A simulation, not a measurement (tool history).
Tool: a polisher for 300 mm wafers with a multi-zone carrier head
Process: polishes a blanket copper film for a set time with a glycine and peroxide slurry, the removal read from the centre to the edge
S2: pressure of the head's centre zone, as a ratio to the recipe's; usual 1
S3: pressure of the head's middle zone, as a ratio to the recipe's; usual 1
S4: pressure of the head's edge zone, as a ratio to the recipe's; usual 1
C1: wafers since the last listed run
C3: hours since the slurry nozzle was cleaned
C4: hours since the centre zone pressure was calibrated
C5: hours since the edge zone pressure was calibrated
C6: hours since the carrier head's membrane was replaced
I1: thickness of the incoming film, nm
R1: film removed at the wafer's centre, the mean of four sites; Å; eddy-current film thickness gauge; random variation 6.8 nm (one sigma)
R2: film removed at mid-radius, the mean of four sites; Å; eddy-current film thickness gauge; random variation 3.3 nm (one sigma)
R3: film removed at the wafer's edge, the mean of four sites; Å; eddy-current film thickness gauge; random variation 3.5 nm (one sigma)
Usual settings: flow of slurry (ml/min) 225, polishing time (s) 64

Run 1, hour 0: usual settings; C1 0; wafers polished on this pad 607; C3 560.4; C4 206.2; C5 603.6; C6 1119.9; I1 2151.5. Result: R1 4239 Å, R2 4432 Å, R3 4324 Å.
At hour 55.4: slurry nozzle cleaned.
Run 2, hour 72: usual settings; C1 620; wafers polished on this pad 1227; C3 16.6; C4 278.2; C5 675.6; C6 1191.9; I1 2160.5. Result: R1 4703 Å, R2 4827 Å, R3 4640 Å.
Run 3, hour 130.6: usual settings; C1 511; wafers polished on this pad 1739; C3 75.2; C4 336.8; C5 734.2; C6 1250.5; I1 2178. Result: R1 4580 Å, R2 4885 Å, R3 4604 Å.
At hour 175.2: worn pad replaced by a new one.
At hour 192.1: centre zone pressure recalibrated.
Run 4, hour 267.3: usual settings; C1 1141; wafers polished on this pad 787; C3 211.9; C4 75.2; C5 870.9; C6 1387.2; I1 2176.4. Result: R1 4429 Å, R2 4686 Å, R3 4563 Å.
Run 5, hour 336.5: usual settings; C1 604; wafers polished on this pad 1392; C3 281.1; C4 144.4; C5 940.1; C6 1456.4; I1 2195.4. Result: R1 4405 Å, R2 4609 Å, R3 4447 Å.
Run 6, hour 373.3: usual settings; C1 321; wafers polished on this pad 1713; C3 317.9; C4 181.2; C5 976.9; C6 1493.2; I1 2176.7. Result: R1 4375 Å, R2 4612 Å, R3 4397 Å.
At hour 388: worn pad replaced by a new one.
Run 7, hour 420.8: usual settings but flow of slurry (ml/min) 265, S4 0.94; C1 380; wafers polished on this pad 286; C3 365.4; C4 228.7; C5 1024.4; C6 1540.7; I1 2151. Result: R1 4472 Å, R2 4723 Å, R3 4400 Å.
At hour 446.9: edge zone pressure recalibrated.
Run 8, hour 452.6: usual settings but flow of slurry (ml/min) 265, S4 0.94; C1 260; wafers polished on this pad 546; C3 397.2; C4 260.5; C5 5.7; C6 1572.5; I1 2181.8. Result: R1 4587 Å, R2 4745 Å, R3 4356 Å.
Run 9, hour 505: usual settings; C1 457; wafers polished on this pad 1004; C3 449.6; C4 312.9; C5 58.1; C6 1624.9; I1 2146.3. Result: R1 4275 Å, R2 4495 Å, R3 4340 Å.
At hour 513.7: centre zone pressure recalibrated.
Run 10, hour 538.3: usual settings; C1 273; wafers polished on this pad 1277; C3 482.9; C4 24.6; C5 91.4; C6 1658.2; I1 2172.4. Result: R1 4211 Å, R2 4481 Å, R3 4389 Å.
Run 11, hour 578.7: usual settings; C1 352; wafers polished on this pad 1630; C3 523.3; C4 65; C5 131.8; C6 1698.6; I1 2155.9. Result: R1 4242 Å, R2 4462 Å, R3 4409 Å.
At hour 598.3: worn pad replaced by a new one.
Run 12, hour 636.4: usual settings but S2 1.08, S3 0.89, polishing time (s) 72; C1 469; wafers polished on this pad 332; C3 581; C4 122.7; C5 189.5; C6 1756.3; I1 2172.4. Result: R1 5129 Å, R2 4517 Å, R3 4881 Å.
Run 13, hour 689.5: usual settings but flow of slurry (ml/min) 200, polishing time (s) 73; C1 463; wafers polished on this pad 796; C3 634.1; C4 175.8; C5 242.6; C6 1809.4; I1 2150.6. Result: R1 4701 Å, R2 4870 Å, R3 4837 Å.
Run 14, hour 756.2: usual settings; C1 582; wafers polished on this pad 1379; C3 700.8; C4 242.5; C5 309.3; C6 1876.1; I1 2127.8. Result: R1 4221 Å, R2 4412 Å, R3 4351 Å.
At hour 765.4: slurry nozzle cleaned.
At hour 790.2: carrier head's membrane replaced by a new one.
Run 15, hour 790.7: usual settings but S2 1.08; C1 248; wafers polished on this pad 1628; C3 25.3; C4 277; C5 343.8; C6 0.5; I1 2204.4. Result: R1 4938 Å, R2 4912 Å, R3 4738 Å.
At hour 826.7: worn pad replaced by a new one.
Run 16, hour 842.1: usual settings; C1 414; wafers polished on this pad 134; C3 76.7; C4 328.4; C5 395.2; C6 51.9; I1 2209. Result: R1 4652 Å, R2 4865 Å, R3 4653 Å.
Run 17, hour 892.5: usual settings but S2 1.12, S4 1.08; C1 440; wafers polished on this pad 574; C3 127.1; C4 378.8; C5 445.6; C6 102.3; I1 2178.4. Result: R1 5103 Å, R2 4795 Å, R3 4778 Å.
At hour 894.5: centre zone pressure recalibrated.
Run 18, hour 931.9: usual settings but flow of slurry (ml/min) 260, S3 1.04, S4 1.09; C1 326; wafers polished on this pad 901; C3 166.5; C4 37.4; C5 485; C6 141.7; I1 2164.4. Result: R1 4757 Å, R2 5090 Å, R3 4897 Å.
Run 19, hour 972.6: usual settings but flow of slurry (ml/min) 200, S3 0.93, polishing time (s) 78; C1 355; wafers polished on this pad 1256; C3 207.2; C4 78.1; C5 525.7; C6 182.4; I1 2183. Result: R1 5474 Å, R2 5254 Å, R3 5447 Å.
Run 20, hour 1013.1: usual settings but flow of slurry (ml/min) 250, S2 1.07, S4 0.94, polishing time (s) 85; C1 353; wafers polished on this pad 1610; C3 247.7; C4 118.6; C5 566.2; C6 222.9; I1 2162.7. Result: R1 6310 Å, R2 6317 Å, R3 5958 Å.
At hour 1069.2: worn pad replaced by a new one.
Run 21, hour 1069.6: usual settings but S2 1.06, S4 1.06; C1 458; wafers polished on this pad 3; C3 304.2; C4 175.1; C5 622.7; C6 279.4; I1 2137.3. Result: R1 4638 Å, R2 4675 Å, R3 4552 Å.
Run 22, hour 1121.5: usual settings but flow of slurry (ml/min) 245; C1 453; wafers polished on this pad 456; C3 356.1; C4 227; C5 674.6; C6 331.3; I1 2139.4. Result: R1 4445 Å, R2 4625 Å, R3 4528 Å.
Run 23, hour 1160.4: usual settings but S3 0.93; C1 339; wafers polished on this pad 796; C3 395; C4 265.9; C5 713.5; C6 370.2; I1 2195.4. Result: R1 4406 Å, R2 4287 Å, R3 4505 Å.

3 ways to go on from here, each from the tool as it stands after run 23. What would each give?
Run A, hour 1160.8: usual settings; C1 3; wafers polished on this pad 800; C3 395.4; C4 266.3; C5 713.9; C6 370.6; I1 2163. Result: R1 ?, R2 ?, R3 ?.
Run B, hour 1160.8: usual settings but flow of slurry (ml/min) 190, S3 0.96, S4 0.89; C1 3; wafers polished on this pad 800; C3 395.4; C4 266.3; C5 713.9; C6 370.6; I1 2163. Result: R1 ?, R2 ?, R3 ?.
Run C, hour 1160.8: usual settings but flow of slurry (ml/min) 300, S2 0.9, S4 1.09, polishing time (s) 82; C1 3; wafers polished on this pad 800; C3 395.4; C4 266.3; C5 713.9; C6 370.6; I1 2163. Result: R1 ?, R2 ?, R3 ?.

run    R1    R2    R3
  A  4315  4585  4487
  B  4114  4249  4127
  C  5289  6210  6243
Without the tool's hidden state the same runs would have given:
run    R1    R2    R3
  A  4710  4958  4751
  B  4572  4666  4413
  C  5639  6579  6520
